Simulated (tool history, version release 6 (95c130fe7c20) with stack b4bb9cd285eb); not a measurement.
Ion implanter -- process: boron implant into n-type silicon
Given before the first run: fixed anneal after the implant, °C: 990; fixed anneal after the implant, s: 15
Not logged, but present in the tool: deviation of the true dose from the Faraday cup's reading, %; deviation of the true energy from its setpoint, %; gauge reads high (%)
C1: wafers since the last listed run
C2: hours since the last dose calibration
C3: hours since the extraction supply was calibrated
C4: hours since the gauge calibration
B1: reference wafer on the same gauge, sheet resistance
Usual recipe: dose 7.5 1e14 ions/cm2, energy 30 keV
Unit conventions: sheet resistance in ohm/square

{"run": 1, "day": 0.0, "dose": 7.5, "energy": 30, "C1": 0, "C2": 897.4, "C3": 3809.1, "C4": 75, "B1": 177.06, "sheet resistance": 166.19}
{"run": 2, "day": 3.638, "dose": 7.5, "energy": 30, "C1": 1793, "C2": 984.7, "C3": 3896.4, "C4": 162.3, "B1": 176.98, "sheet resistance": 166.57}
{"run": 3, "day": 6.217, "dose": 7.5, "energy": 30, "C1": 1271, "C2": 1046.6, "C3": 3958.3, "C4": 224.2, "B1": 176.99, "sheet resistance": 166.56}
{"run": 4, "day": 8.571, "dose": 7.5, "energy": 30, "C1": 1160, "C2": 1103.1, "C3": 4014.8, "C4": 280.7, "B1": 176.99, "sheet resistance": 166.66}
{"run": 5, "day": 11.317, "dose": 7.5, "energy": 30, "C1": 1353, "C2": 1169, "C3": 4080.7, "C4": 346.6, "B1": 176.99, "sheet resistance": 166.44}
{"run": 6, "day": 19.554, "dose": 7.5, "energy": 36, "C1": 4060, "C2": 1366.7, "C3": 4278.4, "C4": 544.3, "B1": 176.98, "sheet resistance": 165.62}
{"run": 7, "day": 21.196, "dose": 7.5, "energy": 36, "C1": 809, "C2": 1406.1, "C3": 4317.8, "C4": 583.7, "B1": 177.05, "sheet resistance": 165.7}
{"run": 8, "day": 23.779, "dose": 7.5, "energy": 36, "C1": 1273, "C2": 1468.1, "C3": 4379.8, "C4": 645.7, "B1": 176.98, "sheet resistance": 166.34}
{"run": 9, "day": 26.267, "dose": 7.5, "energy": 30, "C1": 1226, "C2": 1527.8, "C3": 4439.5, "C4": 705.4, "B1": 176.95, "sheet resistance": 167.78}
{"run": 10, "day": 28.708, "dose": 8.13, "energy": 25, "C1": 1203, "C2": 1586.4, "C3": 4498.1, "C4": 764, "B1": 176.94, "sheet resistance": 159.02}
{"run": 11, "day": 30.392, "dose": 9.63, "energy": 21.5, "C1": 829, "C2": 1626.8, "C3": 4538.5, "C4": 804.4, "B1": 176.96, "sheet resistance": 140.6}
{"day": 33.662, "done": "gauge calibrated"}
{"run": 12, "day": 34.521, "dose": 9.64, "energy": 39, "C1": 2035, "C2": 1725.9, "C3": 4637.6, "C4": 20.6, "B1": 177, "sheet resistance": 135.95}
{"day": 37.079, "done": "Faraday cup replaced and dose calibrated"}
{"day": 37.571, "done": "extraction supply calibrated"}
{"run": 13, "day": 38.171, "dose": 8.81, "energy": 38, "C1": 1470, "C2": 26.2, "C3": 14.4, "C4": 108.2, "B1": 177.06, "sheet resistance": 142.84}
{"run": 14, "day": 41.708, "dose": 9.29, "energy": 23, "C1": 1743, "C2": 111.1, "C3": 99.3, "C4": 193.1, "B1": 177.05, "sheet resistance": 141.18}
{"run": 15, "day": 45.975, "dose": 8.93, "energy": 26, "C1": 2103, "C2": 213.5, "C3": 201.7, "C4": 295.5, "B1": 176.95, "sheet resistance": 144.48}
{"run": 16, "day": 48.192, "dose": 6.49, "energy": 36, "C1": 1092, "C2": 266.7, "C3": 254.9, "C4": 348.7, "B1": 176.98, "sheet resistance": 183.5}
{"run": 17, "day": 49.958, "dose": 7.5, "energy": 30, "C1": 870, "C2": 309.1, "C3": 297.3, "C4": 391.1, "B1": 176.98, "sheet resistance": 165.21}

Predict each of these 4 candidate next runs independently; none follows another, all start after run 17:
{"run": "A", "day": 49.975, "dose": 7.5, "energy": 30, "C1": 8, "C2": 309.5, "C3": 297.7, "C4": 391.5, "B1": "?", "sheet resistance": "?"}
{"run": "B", "day": 49.975, "dose": 6.13, "energy": 30, "C1": 8, "C2": 309.5, "C3": 297.7, "C4": 391.5, "B1": "?", "sheet resistance": "?"}
{"run": "C", "day": 49.975, "dose": 7.5, "energy": 23, "C1": 8, "C2": 309.5, "C3": 297.7, "C4": 391.5, "B1": "?", "sheet resistance": "?"}
{"run": "D", "day": 49.975, "dose": 6.86, "energy": 34, "C1": 8, "C2": 309.5, "C3": 297.7, "C4": 391.5, "B1": "?", "sheet resistance": "?"}

run=A B1=176.99 sheet_resistance=164.71
run=B B1=176.99 sheet_resistance=194.62
run=C B1=176.99 sheet_resistance=167.74
run=D B1=176.99 sheet_resistance=176
Take away the tool's hidden state, keep each run's random variation, and the runs would have read:
run=A sheet_resistance=164.88
run=B sheet_resistance=194.82
run=C sheet_resistance=167.91
run=D sheet_resistance=176.18
